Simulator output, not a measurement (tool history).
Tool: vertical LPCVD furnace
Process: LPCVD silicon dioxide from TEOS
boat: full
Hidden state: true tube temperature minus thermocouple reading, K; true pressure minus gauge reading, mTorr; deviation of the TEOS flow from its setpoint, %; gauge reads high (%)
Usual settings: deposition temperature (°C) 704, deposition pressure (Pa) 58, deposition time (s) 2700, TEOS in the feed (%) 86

run   hour  deposition temperature (°C)  deposition pressure (Pa)  deposition time (s)  TEOS in the feed (%)  wafers since the last listed run  hours since the last temperature calibration  hours since the pressure gauge was zeroed  hours since the TEOS flow controller was replaced  hours since the gauge calibration  read-back reference wafer on the same gauge, thickness  film thickness on the monitor wafer in the middle of the boat (angstrom)
  1      0                          704                        58                 2700                    86                                 0                                        2770.3                                     2778.6                                             4501.4                              265.9                                                     477                                                                    5738.5
  2   28.8                          704                        58                 2700                    86                               521                                        2799.1                                     2807.4                                             4530.2                              294.7                                                  476.93                                                                    5743.5
  3   63.2                          704                        58                 2700                    86                               622                                        2833.5                                     2841.8                                             4564.6                              329.1                                                   477.1                                                                    5731.1
  4   82.3                          704                        58                 2700                    86                               345                                        2852.6                                     2860.9                                             4583.7                              348.2                                                  476.62                                                                    5733.3
  5  105.1                          704                        58                 2700                    86                               412                                        2875.4                                     2883.7                                             4606.5                                371                                                  477.29                                                                    5748.9
  6  158.1                          704                      64.7                 2700                    81                               959                                        2928.4                                     2936.7                                             4659.5                                424                                                  477.42                                                                    5883.8
     172.7  -- gauge calibrated
     195.7  -- TEOS flow controller replaced
  7  196.2                          704                        58                 2700                    86                               255                                        2966.5                                     2974.8                                                0.5                               23.5                                                  476.96                                                                    5729.7
     226.8  -- pressure gauge zeroed
  8  227.3                          704                        58                 2700                    86                               128                                        2997.6                                        0.5                                               31.6                               54.6                                                  477.04                                                                    5741.8
  9  251.5                          704                        58                 2700                    86                               437                                        3021.8                                       24.7                                               55.8                               78.8                                                  477.14                                                                    5745.4
 10  264.4                          704                        58                 2700                    86                               233                                        3034.7                                       37.6                                               68.7                               91.7                                                  476.87                                                                    5750.5
 11  282.3                          704                        58                 1830                    86                               323                                        3052.6                                       55.5                                               86.6                              109.6                                                  477.19                                                                    3899.5
 12  313.9                          704                      69.3                 2700                    76                               571                                        3084.2                                       87.1                                              118.2                              141.2                                                  477.06                                                                    5890.4
     363.2  -- thermocouples replaced and temperature profile calibrated
 13  363.7                          715                        66                 2400                    86                               466                                           0.5                                      136.9                                                168                                191                                                   476.9                                                                    6503.2
 14  367.6                          697                        58                 2700                    86                                70                                           4.4                                      140.8                                              171.9                              194.9                                                   477.2                                                                    4531.4
 15  378.9                          707                        58                 2190                    86                               204                                          15.7                                      152.1                                              183.2                              206.2                                                  476.93                                                                    4640.3
 16    411                          700                        58                 3120                    97                               580                                          47.8                                      184.2                                              215.3                              238.3                                                  477.12                                                                    5985.5
 17  440.5                          704                      69.3                 2700                    76                               533                                          77.3                                      213.7                                              244.8                              267.8                                                  477.08                                                                    5508.7
 18  454.6                          704                        58                 2700                    86                               255                                          91.4                                      227.8                                              258.9                              281.9                                                   476.8                                                                    5375.9
 19  480.6                          704                      68.7                 3630                    78                               470                                         117.4                                      253.8                                              284.9                              307.9                                                   476.8                                                                    7502.9
 20    494                          704                        58                 1830                    86                               242                                         130.8                                      267.2                                              298.3                              321.3                                                  476.76                                                                    3649.9
 21  509.6                          711                        58                 2700                    81                               282                                         146.4                                      282.8                                              313.9                              336.9                                                  477.02                                                                    6139.3

Forecast each of these 5 alternatives for the next run:
  A  513.6                          704                        58                 2700                    77                                72                                         150.4                                      286.8                                              317.9                              340.9                                                       ?                                                                         ?
  B  513.6                          709                        58                 3510                    86                                72                                         150.4                                      286.8                                              317.9                              340.9                                                       ?                                                                         ?
  C  513.6                          698                        58                 2700                    96                                72                                         150.4                                      286.8                                              317.9                              340.9                                                       ?                                                                         ?
  D  513.6                          704                        58                 3360                    86                                72                                         150.4                                      286.8                                              317.9                              340.9                                                       ?                                                                         ?
  E  513.6                          712                      53.3                 2220                    97                                72                                         150.4                                      286.8                                              317.9                              340.9                                                       ?                                                                         ?

run  read-back reference wafer on the same gauge, thickness  film thickness on the monitor wafer in the middle of the boat (angstrom)
  A                                                  477.33                                                                    5107.5
  B                                                  477.33                                                                    7867.8
  C                                                  477.33                                                                    4963.5
  D                                                  477.33                                                                    6717.2
  E                                                  477.33                                                                    5424.9
Without the tool's hidden state the same runs would have given:
run  film thickness on the monitor wafer in the middle of the boat (angstrom)
  A                                                                    4954.1
  B                                                                    7633.9
  C                                                                    4812.6
  D                                                                    6515.5
  E                                                                    5264.6

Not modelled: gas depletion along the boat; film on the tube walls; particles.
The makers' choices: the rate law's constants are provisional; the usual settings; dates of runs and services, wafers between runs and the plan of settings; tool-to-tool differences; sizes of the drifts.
